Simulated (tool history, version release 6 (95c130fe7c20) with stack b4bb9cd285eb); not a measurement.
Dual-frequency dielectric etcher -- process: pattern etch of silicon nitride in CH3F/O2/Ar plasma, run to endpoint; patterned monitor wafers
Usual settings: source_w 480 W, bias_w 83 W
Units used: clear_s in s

run,day,source_w,bias_w,"incoming incoming film thickness, nm",clear_s
1,0,480,83,22.02,24.4
2,0.833,480,83,22.01,24.5
# day 2.054: wet clean of the chamber
3,2.258,480,97,21.81,24.2
4,3.917,480,83,22.23,25.3
5,5.371,480,83,22.09,25.3
6,6.725,480,91,22.12,24.3
7,7.483,480,91,21.9,24.4
8,8.208,480,83,21.84,24.6
9,9.35,480,78,22.11,25.1
10,10.829,480,78,22.22,25
11,11.45,480,78,22.02,25.1
12,12.238,440,83,21.97,24.9
13,13.033,440,83,22.26,25.2
14,14.338,440,83,21.79,24.8
15,15.358,480,83,22.06,24.6
# day 16.146: bias power generator calibrated
# day 18.238: wet clean of the chamber
# day 18.971: source power generator calibrated
16,19.383,480,69,22.19,25.1
17,20.275,480,83,22.09,23.6
18,21.662,480,83,22.04,24
19,23.042,480,70,21.95,24.5
# day 24.721: wet clean of the chamber, repeated, since the last time left the tool worse
20,24.742,420,92,22.27,25.7
21,25.062,480,70,22.23,26.2
22,25.708,430,98,22.03,24.9
23,26.892,480,90,21.92,24.5
# day 27.988: upper electrode replaced
24,28.008,580,77,21.83,24
25,28.992,400,70,21.91,26.8
26,30.171,480,83,21.93,25
27,31.35,590,93,22.13,23
28,31.858,370,83,21.83,26.1
29,32.65,530,91,22.06,23.8
30,34.088,430,72,22.2,26.4

What will run 31 give?
31,38.133,480,83,22.06,?

Run 31 yielded clear_s 24.7 s.
Were there no unlogged condition in the tool, this run, its random variation unchanged, would have produced clear_s 25.3 s.
